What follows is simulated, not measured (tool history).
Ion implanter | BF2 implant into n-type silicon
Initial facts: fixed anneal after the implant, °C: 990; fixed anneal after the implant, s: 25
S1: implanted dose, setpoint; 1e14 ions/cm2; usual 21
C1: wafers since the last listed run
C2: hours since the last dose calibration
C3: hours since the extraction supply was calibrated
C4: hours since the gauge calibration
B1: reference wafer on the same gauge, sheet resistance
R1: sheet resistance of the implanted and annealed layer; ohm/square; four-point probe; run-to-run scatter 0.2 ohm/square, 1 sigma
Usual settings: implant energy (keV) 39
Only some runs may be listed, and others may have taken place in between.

Run 1, day 0: usual settings; C1 0; C2 397.1; C3 2165.7; C4 699.2; B1 153.95. Result: R1 132.45 ohm/square.
Run 2, day 2.962: usual settings; C1 1232; C2 468.2; C3 2236.8; C4 770.3; B1 154.05. Result: R1 132.36 ohm/square.
Run 3, day 6.2: usual settings but implant energy (keV) 32.5; C1 1346; C2 545.9; C3 2314.5; C4 848; B1 153.98. Result: R1 145.8 ohm/square.
Run 4, day 10.221: usual settings; C1 1672; C2 642.4; C3 2411; C4 944.5; B1 153.99. Result: R1 131.66 ohm/square.
Run 5, day 11.929: usual settings; C1 710; C2 683.4; C3 2452; C4 985.5; B1 153.99. Result: R1 131.65 ohm/square.
Run 6, day 13.858: usual settings; C1 802; C2 729.7; C3 2498.3; C4 1031.8; B1 153.99. Result: R1 132.05 ohm/square.
Run 7, day 15.6: usual settings; C1 724; C2 771.5; C3 2540.1; C4 1073.6; B1 154.05. Result: R1 131.66 ohm/square.
Run 8, day 18.921: usual settings but S1 24.92 1e14 ions/cm2, implant energy (keV) 32.5; C1 1381; C2 851.2; C3 2619.8; C4 1153.3; B1 153.95. Result: R1 143.63 ohm/square.
At day 21.583: extraction supply calibrated.
Run 9, day 21.875: usual settings but S1 24.92 1e14 ions/cm2, implant energy (keV) 32.5; C1 1090; C2 922.1; C3 7; C4 1224.2; B1 154.04. Result: R1 144.15 ohm/square.
Run 10, day 26.338: usual settings but S1 24.92 1e14 ions/cm2, implant energy (keV) 32.5; C1 1856; C2 1029.2; C3 114.1; C4 1331.3; B1 154.03. Result: R1 144.73 ohm/square.
Run 11, day 27.983: usual settings but S1 24.98 1e14 ions/cm2; C1 684; C2 1068.7; C3 153.6; C4 1370.8; B1 153.94. Result: R1 131.33 ohm/square.
Run 12, day 30.962: usual settings but S1 24.98 1e14 ions/cm2; C1 1239; C2 1140.2; C3 225.1; C4 1442.3; B1 154.01. Result: R1 131.09 ohm/square.
Run 13, day 32.862: usual settings but S1 24.98 1e14 ions/cm2; C1 790; C2 1185.8; C3 270.7; C4 1487.9; B1 153.98. Result: R1 130.89 ohm/square.
Run 14, day 35.046: usual settings but S1 22.63 1e14 ions/cm2; C1 908; C2 1238.2; C3 323.1; C4 1540.3; B1 153.99. Result: R1 131.64 ohm/square.
Run 15, day 38.6: usual settings but S1 22.63 1e14 ions/cm2; C1 1478; C2 1323.5; C3 408.4; C4 1625.6; B1 153.98. Result: R1 132.38 ohm/square.
Run 16, day 40.875: usual settings; C1 946; C2 1378.1; C3 463; C4 1680.2; B1 153.98. Result: R1 132.82 ohm/square.
At day 44.421: Faraday cup replaced and dose calibrated.
Run 17, day 52.208: usual settings; C1 4575; C2 186.9; C3 735; C4 1952.2; B1 154.02. Result: R1 132.65 ohm/square.
Run 18, day 53.808: usual settings but S1 25.59 1e14 ions/cm2, implant energy (keV) 35.5; C1 665; C2 225.3; C3 773.4; C4 1990.6; B1 153.97. Result: R1 137.2 ohm/square.
Run 19, day 58.088: usual settings; C1 1779; C2 328; C3 876.1; C4 2093.3; B1 153.99. Result: R1 132.87 ohm/square.
Run 20, day 60.575: usual settings but S1 16.21 1e14 ions/cm2, implant energy (keV) 25.5; C1 1034; C2 387.7; C3 935.8; C4 2153; B1 153.99. Result: R1 169.83 ohm/square.
Run 21, day 64.246: usual settings; C1 1526; C2 475.8; C3 1023.9; C4 2241.1; B1 153.99. Result: R1 132.77 ohm/square.
Run 22, day 66.488: usual settings but S1 16.62 1e14 ions/cm2; C1 932; C2 529.6; C3 1077.7; C4 2294.9; B1 154.01. Result: R1 136.33 ohm/square.
Run 23, day 68.796: usual settings but S1 23.97 1e14 ions/cm2, implant energy (keV) 34; C1 960; C2 585; C3 1133.1; C4 2350.3; B1 154.01. Result: R1 141.21 ohm/square.
At day 71.721: gauge calibrated.
Run 24, day 72.775: usual settings; C1 1655; C2 680.5; C3 1228.6; C4 25.3; B1 153.99. Result: R1 132.67 ohm/square.
Run 25, day 77.712: usual settings but S1 14.86 1e14 ions/cm2; C1 2053; C2 799; C3 1347.1; C4 143.8; B1 153.99. Result: R1 138.93 ohm/square.
Run 26, day 80.967: usual settings but S1 24.05 1e14 ions/cm2, implant energy (keV) 31.5; C1 1353; C2 877.1; C3 1425.2; C4 221.9; B1 153.96. Result: R1 147.15 ohm/square.
Run 27, day 82.721: usual settings but implant energy (keV) 42.5; C1 729; C2 919.2; C3 1467.3; C4 264; B1 154.01. Result: R1 126.31 ohm/square.
Run 28, day 86.862: usual settings; C1 1722; C2 1018.6; C3 1566.7; C4 363.4; B1 154.01. Result: R1 132.38 ohm/square.
Run 29, day 90.925: usual settings; C1 1689; C2 1116.1; C3 1664.2; C4 460.9; B1 154.07. Result: R1 132.48 ohm/square.
Run 30, day 94.288: usual settings but S1 26.87 1e14 ions/cm2, implant energy (keV) 48.5; C1 1398; C2 1196.8; C3 1744.9; C4 541.6; B1 153.99. Result: R1 114.89 ohm/square.
Run 31, day 100.633: usual settings but S1 17.53 1e14 ions/cm2, implant energy (keV) 51.5; C1 2639; C2 1349.1; C3 1897.2; C4 693.9; B1 154.06. Result: R1 116.46 ohm/square.
At day 102.188: Faraday cup replaced and dose calibrated.
Run 32, day 104.517: usual settings but S1 16.62 1e14 ions/cm2; C1 1476; C2 55.9; C3 1990.4; C4 787.1; B1 153.98. Result: R1 136.03 ohm/square.
Run 33, day 106.279: usual settings but S1 18.81 1e14 ions/cm2, implant energy (keV) 43; C1 733; C2 98.2; C3 2032.7; C4 829.4; B1 154. Result: R1 126.81 ohm/square.
Run 34, day 110.083: usual settings but S1 15.21 1e14 ions/cm2, implant energy (keV) 48; C1 1582; C2 189.5; C3 2124; C4 920.7; B1 153.96. Result: R1 124.47 ohm/square.
Run 35, day 112.875: usual settings; C1 1161; C2 256.5; C3 2191; C4 987.7; B1 154.07. Result: R1 132.32 ohm/square.
Run 36, day 114.783: usual settings; C1 793; C2 302.3; C3 2236.8; C4 1033.5; B1 154.01. Result: R1 131.87 ohm/square.
Run 37, day 116.833: usual settings but S1 25.42 1e14 ions/cm2, implant energy (keV) 42.5; C1 852; C2 351.5; C3 2286; C4 1082.7; B1 154.02. Result: R1 124.48 ohm/square.

Hidden state, per run?
deviation of the true dose from the Faraday cup's reading, %: 0 in every run
gauge reads high (%): 0 in every run
H1: deviation of the true energy from its setpoint, %
run        H1
  1     0.814
  2     0.874
  3     0.942
  4      1.03
  5      1.07
  6      1.11
  7      1.15
  8      1.23
  9  0.000575
 10   0.00307
 11    0.0051
 12    0.0103
 13    0.0146
 14    0.0206
 15    0.0326
 16    0.0418
 17     0.104
 18     0.115
 19     0.148
 20     0.169
 21     0.202
 22     0.224
 23     0.247
 24     0.291
 25     0.349
 26     0.391
 27     0.414
 28     0.472
 29     0.533
 30     0.586
 31     0.692
 32     0.762
 33     0.794
 34     0.867
 35     0.923
 36     0.962
 37         1
